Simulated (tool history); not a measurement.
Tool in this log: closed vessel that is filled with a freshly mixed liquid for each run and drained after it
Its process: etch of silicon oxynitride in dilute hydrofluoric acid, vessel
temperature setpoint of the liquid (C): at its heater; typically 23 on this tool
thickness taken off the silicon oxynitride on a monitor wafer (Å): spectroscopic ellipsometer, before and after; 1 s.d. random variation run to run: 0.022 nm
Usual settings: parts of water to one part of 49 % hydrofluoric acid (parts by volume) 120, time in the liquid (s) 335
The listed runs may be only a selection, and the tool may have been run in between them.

| run | hour | temperature setpoint of the liquid (C) | parts of water to one part of 49 % hydrofluoric acid (parts by volume) | time in the liquid (s) | wafers since the last listed run | hours since the thermometer was replaced | hours since the hydrofluoric acid flow meter was replaced | hours since the gauge calibration | read-back film thickness of the silicon oxynitride reference wafer, read on the same gauge (nm) | thickness taken off the silicon oxynitride on a monitor wafer (Å) |
|---|---|---|---|---|---|---|---|---|---|---|
| 1 | 0 | 21.5 | 160 | 335 | 0 | 407 | 330 | 1548 | 30.38 | 45.3 |
| 2 | 64.8 | 23 | 120 | 335 | 7623 | 471.8 | 394.8 | 1612.8 | 30.37 | 66.8 |
| 3 | 104.6 | 23 | 120 | 335 | 4682 | 511.6 | 434.6 | 1652.6 | 30.36 | 66.8 |
| 4 | 151.8 | 21.5 | 120 | 335 | 5553 | 558.8 | 481.8 | 1699.8 | 30.31 | 62.5 |
| 5 | 187.9 | 21.5 | 120 | 335 | 4247 | 594.9 | 517.9 | 1735.9 | 30.33 | 62.4 |
| 6 | 243.9 | 21.5 | 120 | 335 | 6588 | 650.9 | 573.9 | 1791.9 | 30.39 | 62.2 |
|  | 274.5 | hydrofluoric acid flow meter replaced |
| 7 | 360.2 | 25.5 | 120 | 465 | 13564 | 767.2 | 85.7 | 1908.2 | 30.4 | 104.2 |
| 8 | 417.8 | 25.5 | 120 | 465 | 6776 | 824.8 | 143.3 | 1965.8 | 30.38 | 103.9 |
| 9 | 475.1 | 27 | 120 | 335 | 6741 | 882.1 | 200.6 | 2023.1 | 30.38 | 80 |
|  | 487.6 | gauge calibrated |
| 10 | 524.5 | 23 | 120 | 335 | 5811 | 931.5 | 250 | 36.9 | 30.02 | 65.9 |
| 11 | 557.3 | 23 | 120 | 215 | 3858 | 964.3 | 282.8 | 69.7 | 30.02 | 42.5 |
|  | 581.9 | thermometer replaced |
| 12 | 597 | 23 | 120 | 335 | 4553 | 15.1 | 322.5 | 109.4 | 30.1 | 66.2 |
| 13 | 651.1 | 23 | 175 | 470 | 6364 | 69.2 | 376.6 | 163.5 | 30.06 | 61 |
| 14 | 840.7 | 24.5 | 120 | 150 | 22306 | 258.8 | 566.2 | 353.1 | 30.18 | 31.9 |
| 15 | 869.5 | 26.5 | 120 | 335 | 3388 | 287.6 | 595 | 381.9 | 30.15 | 78.1 |
| 16 | 935.1 | 23 | 65 | 500 | 7717 | 353.2 | 660.6 | 447.5 | 30.19 | 191 |
| 17 | 976.6 | 23 | 120 | 335 | 4882 | 394.7 | 702.1 | 489 | 30.27 | 66.6 |
| 18 | 1025.4 | 23 | 105 | 200 | 5741 | 443.5 | 750.9 | 537.8 | 30.25 | 46 |
|  | 1056.8 | hydrofluoric acid flow meter replaced |
| 19 | 1083.1 | 20.5 | 65 | 335 | 6670 | 501.2 | 26.3 | 595.5 | 30.26 | 113.5 |
| 20 | 1133 | 20 | 100 | 155 | 5870 | 551.1 | 76.2 | 645.4 | 30.27 | 32.4 |
| 21 | 1163.9 | 23 | 120 | 395 | 3635 | 582 | 107.1 | 676.3 | 30.27 | 78.9 |
| 22 | 1202.7 | 26.5 | 70 | 160 | 4564 | 620.8 | 145.9 | 715.1 | 30.28 | 67.5 |
| 23 | 1256.1 | 23 | 120 | 335 | 6282 | 674.2 | 199.3 | 768.5 | 30.31 | 66.6 |
| 24 | 1295.5 | 23 | 75 | 460 | 4635 | 713.6 | 238.7 | 807.9 | 30.28 | 151.6 |
| 25 | 1327.2 | 23 | 120 | 335 | 3729 | 745.3 | 270.4 | 839.6 | 30.33 | 66.6 |
| 26 | 1370.9 | 25 | 170 | 480 | 5141 | 789 | 314.1 | 883.3 | 30.35 | 71 |
| 27 | 1401.9 | 23 | 120 | 335 | 3647 | 820 | 345.1 | 914.3 | 30.41 | 66.6 |
| 28 | 1436.4 | 20 | 120 | 335 | 4058 | 854.5 | 379.6 | 948.8 | 30.35 | 57.7 |
| 29 | 1483.6 | 23 | 120 | 240 | 5553 | 901.7 | 426.8 | 996 | 30.38 | 48.2 |
| 30 | 1521.5 | 23 | 120 | 335 | 4458 | 939.6 | 464.7 | 1033.9 | 30.31 | 66.7 |
| 31 | 1555.1 | 23 | 120 | 335 | 3953 | 973.2 | 498.3 | 1067.5 | 30.36 | 66.9 |
|  | 1601 | thermometer replaced |
| 32 | 1604.9 | 23 | 120 | 490 | 5741 | 3.9 | 548.1 | 1117.3 | 30.37 | 98.2 |

Expected results for the next run?
| 33 | 1629.9 | 23 | 100 | 335 | 2941 | 28.9 | 573.1 | 1142.3 | ? | ? |

{"run 33": {"read-back film thickness of the silicon oxynitride reference wafer, read on the same gauge (nm)": 30.33, "thickness taken off the silicon oxynitride on a monitor wafer (Å)": 81.8}}
The same run, on a tool lacking any hidden state, would have yielded thickness taken off the silicon oxynitride on a monitor wafer (Å) 80.8.
